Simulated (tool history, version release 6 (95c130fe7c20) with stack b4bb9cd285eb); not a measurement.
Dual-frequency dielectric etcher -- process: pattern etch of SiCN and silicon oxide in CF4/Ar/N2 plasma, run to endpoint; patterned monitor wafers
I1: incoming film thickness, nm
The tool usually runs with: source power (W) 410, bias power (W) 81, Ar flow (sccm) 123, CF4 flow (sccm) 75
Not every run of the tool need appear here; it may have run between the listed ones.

{"run": 1, "hour": 0.0, "source power (W)": 410, "bias power (W)": 81, "Ar flow (sccm)": 105, "CF4 flow (sccm)": 75, "I1": 13.3, "endpoint time (s)": 15.1}
{"run": 2, "hour": 213.3, "source power (W)": 410, "bias power (W)": 81, "Ar flow (sccm)": 105, "CF4 flow (sccm)": 75, "I1": 13.27, "endpoint time (s)": 15}
{"run": 3, "hour": 262.2, "source power (W)": 410, "bias power (W)": 81, "Ar flow (sccm)": 105, "CF4 flow (sccm)": 75, "I1": 13.4, "endpoint time (s)": 15.2}
{"run": 4, "hour": 333.6, "source power (W)": 410, "bias power (W)": 81, "Ar flow (sccm)": 133, "CF4 flow (sccm)": 75, "I1": 13.44, "endpoint time (s)": 15.8}
{"hour": 423.4, "done": "CF4 flow controller replaced"}
{"hour": 430.6, "done": "wet clean of the chamber"}
{"run": 5, "hour": 431.1, "source power (W)": 410, "bias power (W)": 81, "Ar flow (sccm)": 133, "CF4 flow (sccm)": 75, "I1": 13.31, "endpoint time (s)": 15.6}
{"hour": 486.5, "done": "bias power generator calibrated"}
{"run": 6, "hour": 516.4, "source power (W)": 410, "bias power (W)": 81, "Ar flow (sccm)": 133, "CF4 flow (sccm)": 75, "I1": 13.22, "endpoint time (s)": 15.4}
{"run": 7, "hour": 618.9, "source power (W)": 410, "bias power (W)": 81, "Ar flow (sccm)": 123, "CF4 flow (sccm)": 75, "I1": 13.54, "endpoint time (s)": 15.5}
{"run": 8, "hour": 684.1, "source power (W)": 410, "bias power (W)": 81, "Ar flow (sccm)": 133, "CF4 flow (sccm)": 75, "I1": 13.5, "endpoint time (s)": 15.6}

Run 9 comes next. What will it give?
{"hour": 736.4, "done": "source power generator calibrated"}
{"hour": 740.7, "done": "upper electrode replaced"}
{"run": 9, "hour": 741.2, "source power (W)": 490, "bias power (W)": 68, "Ar flow (sccm)": 123, "CF4 flow (sccm)": 75, "I1": 13.25, "endpoint time (s)": "?"}

Run 9 yielded endpoint time (s) 13.9.
Take away the tool's hidden state, keep the run-to-run variation as it was, and the same run would have given endpoint time (s) 13.9.
